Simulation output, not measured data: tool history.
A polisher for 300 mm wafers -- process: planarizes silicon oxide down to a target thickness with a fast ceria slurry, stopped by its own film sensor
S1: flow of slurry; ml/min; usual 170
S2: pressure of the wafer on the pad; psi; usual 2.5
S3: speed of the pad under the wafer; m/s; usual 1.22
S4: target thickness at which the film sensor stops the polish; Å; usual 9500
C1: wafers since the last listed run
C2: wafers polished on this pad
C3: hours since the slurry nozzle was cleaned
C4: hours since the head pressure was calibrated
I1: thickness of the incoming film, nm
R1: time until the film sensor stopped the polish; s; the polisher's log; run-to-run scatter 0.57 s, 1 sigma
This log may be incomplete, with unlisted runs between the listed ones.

run   hour   S1   S2    S3     S4   C1   C2     C3     C4      I1    R1
  1    0.0  170  2.5  1.22   9500    0   92  105.4  307.5  1878.6  59.1
  2    6.6  170  2.5  1.22   9500   44  136  112.0  314.1  1865.9  59.3
  3   17.4  170  2.5  1.22   9500   72  209  122.8  324.9  1854.7  58.1
  4   32.2  170  2.5  1.22   9500   99  308  137.6  339.7  1886.7  60.0
  5   49.9  170  2.5  1.22  10670  118  427  155.3  357.4  1869.6  52.0
  6   64.7  170  2.5  1.22   9500   99  527  170.1  372.2  1866.3  60.4
  7   79.8  170  2.5  1.22   9500  101  628  185.2  387.3  1853.4  58.8
  8   90.1  170  2.5  1.22   9500   69  697  195.5  397.6  1854.9  60.1
  9   97.9  170  2.5  1.22   9500   52  750  203.3  405.4  1873.7  60.6
     111.0  -- worn pad replaced by a new one
 10  111.5  170  2.5  1.22   9500   64    3  216.9  419.0  1868.0  61.3
 11  124.2  170  3.2  1.22  11470   85   88  229.6  431.7  1864.0  37.7
     152.9  -- head pressure recalibrated
 12  176.6  230  2.5  0.92   9500  338  427  282.0   23.7  1846.8  67.6
 13  189.2  170  2.5  1.22   9500   84  512  294.6   36.3  1855.8  62.3
     197.4  -- slurry nozzle cleaned
 14  197.9  145  2.5  1.22   9500   51  564    0.5   45.0  1878.0  58.1
     213.2  -- worn pad replaced by a new one
 15  213.7  170  3.0  0.94   7220   79    3   16.3   60.8  1878.9  68.2
 16  236.0  135  2.5  1.22   9500  149  153   38.6   83.1  1869.9  58.6
 17  243.5  125  2.5  1.22   8250   50  203   46.1   90.6  1880.2  69.6
 18  257.7  170  2.5  1.22   8530   95  298   60.3  104.8  1902.8  65.2

Run 19, settings as shown, results not yet in. Your forecast:
 19  268.8  190  2.1  1.02  11870  74  373  71.4  115.9  1893.6   ?

For run 19 the tool returned R1 56.4 s.
Without the tool's hidden state the same run would have given R1 55.5 s.
